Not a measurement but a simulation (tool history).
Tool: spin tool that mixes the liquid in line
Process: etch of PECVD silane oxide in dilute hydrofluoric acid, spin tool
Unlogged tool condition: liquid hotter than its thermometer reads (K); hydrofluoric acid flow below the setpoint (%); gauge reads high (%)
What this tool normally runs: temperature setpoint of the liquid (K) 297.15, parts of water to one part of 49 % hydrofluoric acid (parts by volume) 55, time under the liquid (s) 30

| run | hour | temperature setpoint of the liquid (K) | parts of water to one part of 49 % hydrofluoric acid (parts by volume) | time under the liquid (s) | wafers since the last listed run | hours since the thermometer was replaced | hours since the hydrofluoric acid flow meter was replaced | hours since the gauge calibration | read-back film thickness of the PECVD silane oxide reference wafer, read on the same gauge (nm) | thickness taken off the PECVD silane oxide on a monitor wafer (Å) |
|---|---|---|---|---|---|---|---|---|---|---|
| 1 | 0 | 297.15 | 55 | 30 | 0 | 594.7 | 1182 | 119 | 130.04 | 212 |
| 2 | 8.5 | 297.15 | 55 | 30 | 134 | 603.2 | 1190.5 | 127.5 | 129.97 | 211.9 |
| 3 | 15.9 | 297.15 | 55 | 30 | 116 | 610.6 | 1197.9 | 134.9 | 130.03 | 212 |
| 4 | 24.1 | 297.15 | 55 | 30 | 129 | 618.8 | 1206.1 | 143.1 | 129.99 | 212.4 |
| 5 | 38.1 | 297.15 | 55 | 30 | 221 | 632.8 | 1220.1 | 157.1 | 130.01 | 213.2 |
| 6 | 55.3 | 297.15 | 55 | 30 | 271 | 650 | 1237.3 | 174.3 | 129.98 | 211.8 |
| 7 | 67 | 297.15 | 55 | 30 | 184 | 661.7 | 1249 | 186 | 129.96 | 212.6 |
| 8 | 78.1 | 295.65 | 55 | 20 | 175 | 672.8 | 1260.1 | 197.1 | 130.01 | 133.7 |
|  | 90.2 | hydrofluoric acid flow meter replaced |
| 9 | 92.3 | 295.65 | 55 | 20 | 208 | 687 | 2.1 | 211.3 | 129.98 | 132.8 |
| 10 | 101 | 297.15 | 55 | 30 | 137 | 695.7 | 10.8 | 220 | 130.03 | 214 |
|  | 103 | gauge calibrated |
| 11 | 107.4 | 297.15 | 55 | 30 | 101 | 702.1 | 17.2 | 4.4 | 129.95 | 210.9 |
| 12 | 124.6 | 297.15 | 55 | 30 | 271 | 719.3 | 34.4 | 21.6 | 129.97 | 212.7 |
| 13 | 133.4 | 297.15 | 55 | 30 | 139 | 728.1 | 43.2 | 30.4 | 129.98 | 212.7 |
|  | 143.6 | thermometer replaced |
| 14 | 144.9 | 298.65 | 85 | 30 | 165 | 1.3 | 54.7 | 41.9 | 130 | 140.8 |
| 15 | 152.1 | 297.15 | 55 | 30 | 113 | 8.5 | 61.9 | 49.1 | 129.97 | 212.7 |
| 16 | 167 | 297.15 | 85 | 30 | 235 | 23.4 | 76.8 | 64 | 129.98 | 131.9 |
| 17 | 180.6 | 297.15 | 45 | 20 | 214 | 37 | 90.4 | 77.6 | 130.04 | 175.1 |
| 18 | 187 | 297.15 | 55 | 30 | 101 | 43.4 | 96.8 | 84 | 130 | 215 |
| 19 | 195.5 | 294.15 | 30 | 15 | 134 | 51.9 | 105.3 | 92.5 | 130.01 | 177.4 |
| 20 | 204.7 | 295.15 | 55 | 30 | 145 | 61.1 | 114.5 | 101.7 | 130.04 | 197.1 |
| 21 | 212.8 | 297.15 | 55 | 30 | 127 | 69.2 | 122.6 | 109.8 | 130.01 | 214 |
| 22 | 260.9 | 295.65 | 35 | 20 | 759 | 117.3 | 170.7 | 157.9 | 130.02 | 215 |
| 23 | 271.2 | 297.15 | 40 | 45 | 162 | 127.6 | 181 | 168.2 | 130.02 | 446.1 |
| 24 | 283.7 | 297.15 | 55 | 20 | 197 | 140.1 | 193.5 | 180.7 | 130.02 | 141.4 |
| 25 | 292.1 | 300.15 | 55 | 15 | 132 | 148.5 | 201.9 | 189.1 | 130.03 | 120.2 |

Give the tool's hidden conditions for every run:
liquid hotter than its thermometer reads (K): 0 at every run
hydrofluoric acid flow below the setpoint (%): 0 at every run
gauge reads high (%): 0 at every run
